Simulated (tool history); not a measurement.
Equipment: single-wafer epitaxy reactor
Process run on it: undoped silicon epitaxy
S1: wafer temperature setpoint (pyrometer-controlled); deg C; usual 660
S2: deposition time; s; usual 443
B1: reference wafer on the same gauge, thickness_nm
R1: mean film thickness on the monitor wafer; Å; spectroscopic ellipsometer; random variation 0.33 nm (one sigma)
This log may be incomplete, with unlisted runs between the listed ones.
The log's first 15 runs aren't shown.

run   hour   S1   S2      B1       R1
 16  389.2  656  407  88.983   756.43
 17  401.3  671  443  89.067  1080.33
 18  424.0  660  443  88.934   891.89
     431.8  -- gauge calibrated
 19  439.0  673  504  88.938  1287.37
 20  454.9  670  443  89.005  1065.94
 21  473.7  660  443  88.857   883.20
 22  488.6  665  443  89.147   977.59
 23  518.0  660  524  88.950  1044.65
 24  553.9  660  443  88.854   888.16
 25  589.4  671  492  89.059  1207.65
 26  623.1  665  501  88.863  1098.19
 27  637.7  665  443  88.898   970.14
 28  653.2  651  502  89.097   848.89
 29  665.9  660  443  89.064   890.28
 30  695.7  668  403  89.123   936.00
 31  714.9  668  443  88.874  1034.53
 32  740.9  665  443  89.078   973.08
 33  769.3  649  443  88.977   713.99
 34  804.8  654  489  88.941   879.86
     820.2  -- gauge calibrated
 35  826.4  656  468  88.853   871.91

Consider 4 possible next runs. They are alternatives, not a sequence: every one starts from the tool as it was left by run 35. What does each give?
  A  826.9  660  443   ?   ?
  B  826.9  671  410   ?   ?
  C  826.9  670  507   ?   ?
  D  826.9  672  443   ?   ?

run      B1       R1
  A  88.854   881.56
  B  88.854  1000.81
  C  88.854  1215.03
  D  88.854  1101.41
Without the tool's unlogged condition, the same runs would have read:
run       R1
  A   881.56
  B  1000.81
  C  1215.03
  D  1101.41

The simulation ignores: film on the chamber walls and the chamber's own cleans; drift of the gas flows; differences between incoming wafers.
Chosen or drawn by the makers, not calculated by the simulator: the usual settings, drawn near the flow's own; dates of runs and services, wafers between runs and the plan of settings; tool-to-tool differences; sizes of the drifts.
